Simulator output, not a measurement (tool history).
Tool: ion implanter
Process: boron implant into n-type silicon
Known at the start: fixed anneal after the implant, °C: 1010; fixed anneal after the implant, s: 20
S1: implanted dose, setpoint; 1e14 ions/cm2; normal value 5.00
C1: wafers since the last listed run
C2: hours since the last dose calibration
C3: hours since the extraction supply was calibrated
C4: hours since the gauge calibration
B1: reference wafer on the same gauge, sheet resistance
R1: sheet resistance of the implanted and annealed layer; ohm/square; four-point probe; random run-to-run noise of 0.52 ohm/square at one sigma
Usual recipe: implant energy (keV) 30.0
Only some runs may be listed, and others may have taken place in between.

run 1 day=0.000 | S1=5.00 implant_energy_(keV)=30.0 | C1=0 C2=1417.4 C3=3893.6 C4=614.4 | B1=165.94 | R1=178.51
run 2 day=1.388 | S1=4.43 implant_energy_(keV)=30.0 | C1=680 C2=1450.7 C3=3926.9 C4=647.7 | B1=165.99 | R1=197.67
run 3 day=2.288 | S1=4.43 implant_energy_(keV)=30.0 | C1=441 C2=1472.3 C3=3948.5 C4=669.3 | B1=166.01 | R1=197.52
run 4 day=2.850 | S1=4.43 implant_energy_(keV)=30.0 | C1=276 C2=1485.8 C3=3962.0 C4=682.8 | B1=166.08 | R1=196.89
run 5 day=4.146 | S1=5.00 implant_energy_(keV)=32.0 | C1=635 C2=1516.9 C3=3993.1 C4=713.9 | B1=165.95 | R1=176.99
run 6 day=4.762 | S1=5.00 implant_energy_(keV)=32.0 | C1=302 C2=1531.7 C3=4007.9 C4=728.7 | B1=166.01 | R1=177.29
run 7 day=5.400 | S1=5.00 implant_energy_(keV)=32.0 | C1=312 C2=1547.0 C3=4023.2 C4=744.0 | B1=165.95 | R1=177.91
run 8 day=6.233 | S1=5.00 implant_energy_(keV)=30.0 | C1=408 C2=1567.0 C3=4043.2 C4=764.0 | B1=165.93 | R1=177.73
run 9 day=7.067 | S1=5.00 implant_energy_(keV)=30.0 | C1=408 C2=1587.0 C3=4063.2 C4=784.0 | B1=165.99 | R1=177.28
run 10 day=8.212 | S1=5.00 implant_energy_(keV)=25.5 | C1=562 C2=1614.5 C3=4090.7 C4=811.5 | B1=165.98 | R1=181.38
run 11 day=9.092 | S1=5.00 implant_energy_(keV)=36.0 | C1=431 C2=1635.6 C3=4111.8 C4=832.6 | B1=166.03 | R1=174.81
-- day=9.879 gauge calibrated
run 12 day=9.929 | S1=5.00 implant_energy_(keV)=36.0 | C1=410 C2=1655.7 C3=4131.9 C4=1.2 | B1=165.90 | R1=174.36
run 13 day=11.358 | S1=6.05 implant_energy_(keV)=30.0 | C1=701 C2=1690.0 C3=4166.2 C4=35.5 | B1=166.03 | R1=152.15
run 14 day=12.729 | S1=6.05 implant_energy_(keV)=30.0 | C1=672 C2=1722.9 C3=4199.1 C4=68.4 | B1=165.90 | R1=151.21
-- day=13.825 Faraday cup replaced and dose calibrated
run 15 day=14.196 | S1=4.67 implant_energy_(keV)=38.5 | C1=556 C2=8.9 C3=4234.3 C4=103.6 | B1=165.96 | R1=188.33
run 16 day=14.771 | S1=5.00 implant_energy_(keV)=30.0 | C1=282 C2=22.7 C3=4248.1 C4=117.4 | B1=166.06 | R1=183.64
run 17 day=15.683 | S1=5.00 implant_energy_(keV)=30.0 | C1=447 C2=44.6 C3=4270.0 C4=139.3 | B1=166.00 | R1=183.50
run 18 day=17.171 | S1=5.00 implant_energy_(keV)=40.0 | C1=729 C2=80.3 C3=4305.7 C4=175.0 | B1=165.97 | R1=177.08
run 19 day=18.183 | S1=3.91 implant_energy_(keV)=38.0 | C1=496 C2=104.6 C3=4330.0 C4=199.3 | B1=165.93 | R1=218.72
run 20 day=18.904 | S1=5.00 implant_energy_(keV)=30.0 | C1=353 C2=121.9 C3=4347.3 C4=216.6 | B1=166.06 | R1=182.50
run 21 day=19.600 | S1=5.00 implant_energy_(keV)=30.0 | C1=341 C2=138.6 C3=4364.0 C4=233.3 | B1=166.05 | R1=182.30
-- day=20.733 extraction supply calibrated
run 22 day=20.754 | S1=6.39 implant_energy_(keV)=35.5 | C1=402 C2=166.3 C3=0.5 C4=261.0 | B1=165.90 | R1=146.35
run 23 day=21.217 | S1=3.87 implant_energy_(keV)=25.5 | C1=226 C2=177.4 C3=11.6 C4=272.1 | B1=166.13 | R1=229.40
run 24 day=22.021 | S1=5.00 implant_energy_(keV)=24.5 | C1=394 C2=196.7 C3=30.9 C4=291.4 | B1=166.01 | R1=186.44
run 25 day=23.192 | S1=5.00 implant_energy_(keV)=30.0 | C1=574 C2=224.8 C3=59.0 C4=319.5 | B1=166.06 | R1=182.62
run 26 day=24.096 | S1=6.19 implant_energy_(keV)=34.5 | C1=443 C2=246.5 C3=80.7 C4=341.2 | B1=165.85 | R1=150.75
run 27 day=24.596 | S1=5.74 implant_energy_(keV)=36.0 | C1=245 C2=258.5 C3=92.7 C4=353.2 | B1=166.02 | R1=159.77
run 28 day=25.292 | S1=3.60 implant_energy_(keV)=27.0 | C1=341 C2=275.2 C3=109.4 C4=369.9 | B1=165.91 | R1=239.72
run 29 day=26.125 | S1=5.00 implant_energy_(keV)=30.0 | C1=408 C2=295.2 C3=129.4 C4=389.9 | B1=166.00 | R1=181.72
run 30 day=27.454 | S1=5.58 implant_energy_(keV)=36.5 | C1=652 C2=327.1 C3=161.3 C4=421.8 | B1=166.02 | R1=162.25
run 31 day=28.283 | S1=5.00 implant_energy_(keV)=32.0 | C1=406 C2=347.0 C3=181.2 C4=441.7 | B1=166.00 | R1=180.05
run 32 day=29.425 | S1=3.54 implant_energy_(keV)=20.5 | C1=560 C2=374.4 C3=208.6 C4=469.1 | B1=166.07 | R1=250.28
run 33 day=29.938 | S1=4.22 implant_energy_(keV)=34.5 | C1=251 C2=386.7 C3=220.9 C4=481.4 | B1=166.11 | R1=205.70
run 34 day=32.104 | S1=6.34 implant_energy_(keV)=30.0 | C1=1063 C2=438.7 C3=272.9 C4=533.4 | B1=166.00 | R1=149.95

Below are 4 alternative next runs, each starting from the tool's condition after run 34. Predict each:
run A day=32.121 | S1=5.00 implant_energy_(keV)=37.0 | C1=8 C2=439.1 C3=273.3 C4=533.8 | B1=? | R1=?
run B day=32.121 | S1=4.52 implant_energy_(keV)=35.0 | C1=8 C2=439.1 C3=273.3 C4=533.8 | B1=? | R1=?
run C day=32.121 | S1=4.27 implant_energy_(keV)=19.5 | C1=8 C2=439.1 C3=273.3 C4=533.8 | B1=? | R1=?
run D day=32.121 | S1=5.90 implant_energy_(keV)=24.5 | C1=8 C2=439.1 C3=273.3 C4=533.8 | B1=? | R1=?

run=A B1=166.06 R1=177.96
run=B B1=166.06 R1=194.35
run=C B1=166.06 R1=216.22
run=D B1=166.06 R1=161.97
Without the tool's hidden state the same runs would have given:
run=A R1=180.61
run=B R1=197.23
run=C R1=219.40
run=D R1=164.45

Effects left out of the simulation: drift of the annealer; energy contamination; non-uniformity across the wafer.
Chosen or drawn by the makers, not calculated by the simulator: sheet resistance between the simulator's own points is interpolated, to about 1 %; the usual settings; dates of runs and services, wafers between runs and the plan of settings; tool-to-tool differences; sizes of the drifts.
